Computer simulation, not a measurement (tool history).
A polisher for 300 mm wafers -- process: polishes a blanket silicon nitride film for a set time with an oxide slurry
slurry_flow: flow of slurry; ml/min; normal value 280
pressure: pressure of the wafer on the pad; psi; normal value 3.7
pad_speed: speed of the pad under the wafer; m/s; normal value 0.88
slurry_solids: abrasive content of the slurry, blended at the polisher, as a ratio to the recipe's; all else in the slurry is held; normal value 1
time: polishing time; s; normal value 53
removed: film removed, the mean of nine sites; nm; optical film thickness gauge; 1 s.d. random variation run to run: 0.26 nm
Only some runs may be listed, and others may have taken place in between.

| run | hour | slurry_flow | pressure | pad_speed | slurry_solids | time | wafers since the last listed run | wafers polished on this pad | hours since the slurry nozzle was cleaned | hours since the head pressure was calibrated | hours since the slurry blender was calibrated | hours since the conditioning disc was replaced | incoming thickness of the incoming film, nm | removed |
|---|---|---|---|---|---|---|---|---|---|---|---|---|---|---|
| 1 | 0 | 280 | 3.7 | 1.04 | 1 | 53 | 0 | 1777 | 209.1 | 486 | 224.3 | 159 | 369.9 | 34.1 |
|  | 93.7 | worn pad replaced by a new one |
| 2 | 101.3 | 280 | 3.7 | 1.04 | 1 | 53 | 730 | 57 | 310.4 | 587.3 | 325.6 | 260.3 | 370.8 | 33.8 |
|  | 122.1 | slurry blender recalibrated |
| 3 | 137 | 280 | 3.7 | 0.88 | 1 | 41 | 253 | 310 | 346.1 | 623 | 14.9 | 296 | 372.4 | 22.5 |
| 4 | 206.4 | 280 | 3.7 | 0.88 | 1 | 53 | 521 | 831 | 415.5 | 692.4 | 84.3 | 365.4 | 371.8 | 30 |
| 5 | 269.6 | 280 | 3.7 | 0.88 | 1.15 | 63 | 474 | 1305 | 478.7 | 755.6 | 147.5 | 428.6 | 366 | 37.7 |
| 6 | 296 | 280 | 3.7 | 0.88 | 1.15 | 63 | 198 | 1503 | 505.1 | 782 | 173.9 | 455 | 370.8 | 37.5 |
|  | 313.8 | slurry nozzle cleaned |
|  | 323.4 | conditioning disc replaced and pad reconditioned |
| 7 | 324.8 | 280 | 3.7 | 0.88 | 1 | 53 | 193 | 1697 | 11 | 810.8 | 202.7 | 1.4 | 375.6 | 29.8 |
|  | 341.7 | head pressure recalibrated |
|  | 380.4 | worn pad replaced by a new one |
| 8 | 380.9 | 280 | 3.7 | 0.88 | 1 | 53 | 376 | 3 | 67.1 | 39.2 | 258.8 | 57.5 | 363.8 | 29.7 |
| 9 | 428.1 | 280 | 3.7 | 0.88 | 1 | 53 | 354 | 357 | 114.3 | 86.4 | 306 | 104.7 | 375.5 | 30 |
|  | 445.6 | slurry blender recalibrated |
| 10 | 472.9 | 280 | 3.7 | 0.88 | 1 | 53 | 321 | 679 | 159.1 | 131.2 | 27.3 | 149.5 | 373.7 | 29.8 |
| 11 | 512.8 | 235 | 3.7 | 0.88 | 0.9 | 53 | 299 | 978 | 199 | 171.1 | 67.2 | 189.4 | 375.7 | 27.3 |
| 12 | 569.3 | 280 | 3.7 | 0.74 | 1.2 | 39 | 424 | 1402 | 255.5 | 227.6 | 123.7 | 245.9 | 370.2 | 20.8 |
| 13 | 631.7 | 340 | 3.7 | 1.04 | 1 | 53 | 468 | 1871 | 317.9 | 290 | 186.1 | 308.3 | 367.7 | 34.1 |
|  | 678.7 | worn pad replaced by a new one |
| 14 | 679.2 | 280 | 3.7 | 0.88 | 1 | 53 | 326 | 3 | 365.4 | 337.5 | 233.6 | 355.8 | 372.1 | 29.6 |
| 15 | 712.7 | 280 | 3.7 | 0.8 | 1.25 | 53 | 251 | 255 | 398.9 | 371 | 267.1 | 389.3 | 369.4 | 30.5 |
|  | 734.4 | slurry blender recalibrated |
| 16 | 747.1 | 320 | 3.3 | 0.88 | 0.9 | 40 | 243 | 498 | 433.3 | 405.4 | 12.7 | 423.7 | 372.5 | 20 |
| 17 | 811.7 | 280 | 3.7 | 0.88 | 1.2 | 60 | 484 | 983 | 497.9 | 470 | 77.3 | 488.3 | 369.2 | 36.9 |
|  | 815.8 | conditioning disc replaced and pad reconditioned |
| 18 | 835.8 | 280 | 3.7 | 0.6 | 1.15 | 58 | 165 | 1149 | 522 | 494.1 | 101.4 | 20 | 375.7 | 26 |
|  | 951.6 | slurry nozzle cleaned |
|  | 985.9 | worn pad replaced by a new one |
| 19 | 1018.7 | 280 | 4.6 | 1.04 | 1 | 53 | 1335 | 246 | 67.1 | 677 | 284.3 | 202.9 | 368.7 | 39.6 |
|  | 1024.1 | slurry blender recalibrated |
| 20 | 1060.6 | 280 | 4.6 | 1.04 | 1 | 53 | 299 | 545 | 109 | 718.9 | 36.5 | 244.8 | 366.1 | 40.2 |
| 21 | 1118.6 | 215 | 2.5 | 0.88 | 1.25 | 53 | 435 | 981 | 167 | 776.9 | 94.5 | 302.8 | 368.1 | 24.4 |
| 22 | 1187.8 | 280 | 2.9 | 0.78 | 1 | 53 | 519 | 1500 | 236.2 | 846.1 | 163.7 | 372 | 363.4 | 22.8 |
| 23 | 1230.9 | 220 | 3.7 | 0.88 | 1.15 | 38 | 323 | 1824 | 279.3 | 889.2 | 206.8 | 415.1 | 374.8 | 22.3 |
| 24 | 1273 | 280 | 3.7 | 0.88 | 1 | 53 | 316 | 2140 | 321.4 | 931.3 | 248.9 | 457.2 | 366.5 | 29.8 |
| 25 | 1306.4 | 280 | 3.7 | 1.1 | 1 | 53 | 250 | 2390 | 354.8 | 964.7 | 282.3 | 490.6 | 367.1 | 35.6 |

The tool's hidden state at each run:
removal rate lost through wear of the pad, %: 0 on each run
slurry flow missing at the pad, %: 0 on each run
deviation of the head's pressure from its setpoint, %: 0 on each run
abrasive missing from the slurry, %: 0 on each run
time polished since the conditioner stopped cutting, s: 0 on each run
